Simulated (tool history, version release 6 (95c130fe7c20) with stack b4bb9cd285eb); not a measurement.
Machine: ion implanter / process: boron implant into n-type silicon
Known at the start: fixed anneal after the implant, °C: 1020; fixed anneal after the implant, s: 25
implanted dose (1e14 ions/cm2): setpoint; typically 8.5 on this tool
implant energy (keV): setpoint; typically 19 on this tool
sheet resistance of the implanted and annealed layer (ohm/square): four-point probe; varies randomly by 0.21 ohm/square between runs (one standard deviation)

run,hour,implanted dose (1e14 ions/cm2),implant energy (keV),wafers since the last listed run,hours since the last dose calibration,hours since the extraction supply was calibrated,hours since the gauge calibration,"read-back reference wafer on the same gauge, sheet resistance",sheet resistance of the implanted and annealed layer (ohm/square)
1,0,8.5,19,0,2030.2,4990.9,8.6,146.96,142.36
2,14.2,8.5,19,286,2044.4,5005.1,22.8,146.96,142.41
3,46.3,8.5,19,647,2076.5,5037.2,54.9,147.07,142.85
4,58.6,8.5,22,248,2088.8,5049.5,67.2,146.89,140.64
# hour 96.8: Faraday cup replaced and dose calibrated
5,107.2,8.5,22,818,10.4,5098.1,115.8,147.03,135.98
6,119.4,7.27,19,246,22.6,5110.3,128,146.99,157.95
7,134.8,7.27,19,310,38,5125.7,143.4,146.9,158.34
8,148.1,7.27,19,268,51.3,5139,156.7,147,158.16
9,162.5,8.5,19,290,65.7,5153.4,171.1,147.07,138.13
# hour 163.6: gauge calibrated
10,177.5,8.5,19,302,80.7,5168.4,13.9,147.03,137.94
11,186,8.5,19,171,89.2,5176.9,22.4,147.03,137.9
12,199.9,8.5,21,280,103.1,5190.8,36.3,147,136.68
13,212.5,7.05,17,254,115.7,5203.4,48.9,146.85,164.55
# hour 227.2: extraction supply calibrated
14,229,8.5,24.5,171,132.2,1.8,65.4,146.98,135.11

For run 15, what comes out?
15,239.8,8.5,19,217,143,12.6,76.2,?,?

{"run 15": {"read-back reference wafer on the same gauge, sheet resistance": 146.98, "sheet resistance of the implanted and annealed layer (ohm/square)": 137.96}}
Had the tool carried no hidden state, the very same run would have given sheet resistance of the implanted and annealed layer (ohm/square) 136.68.
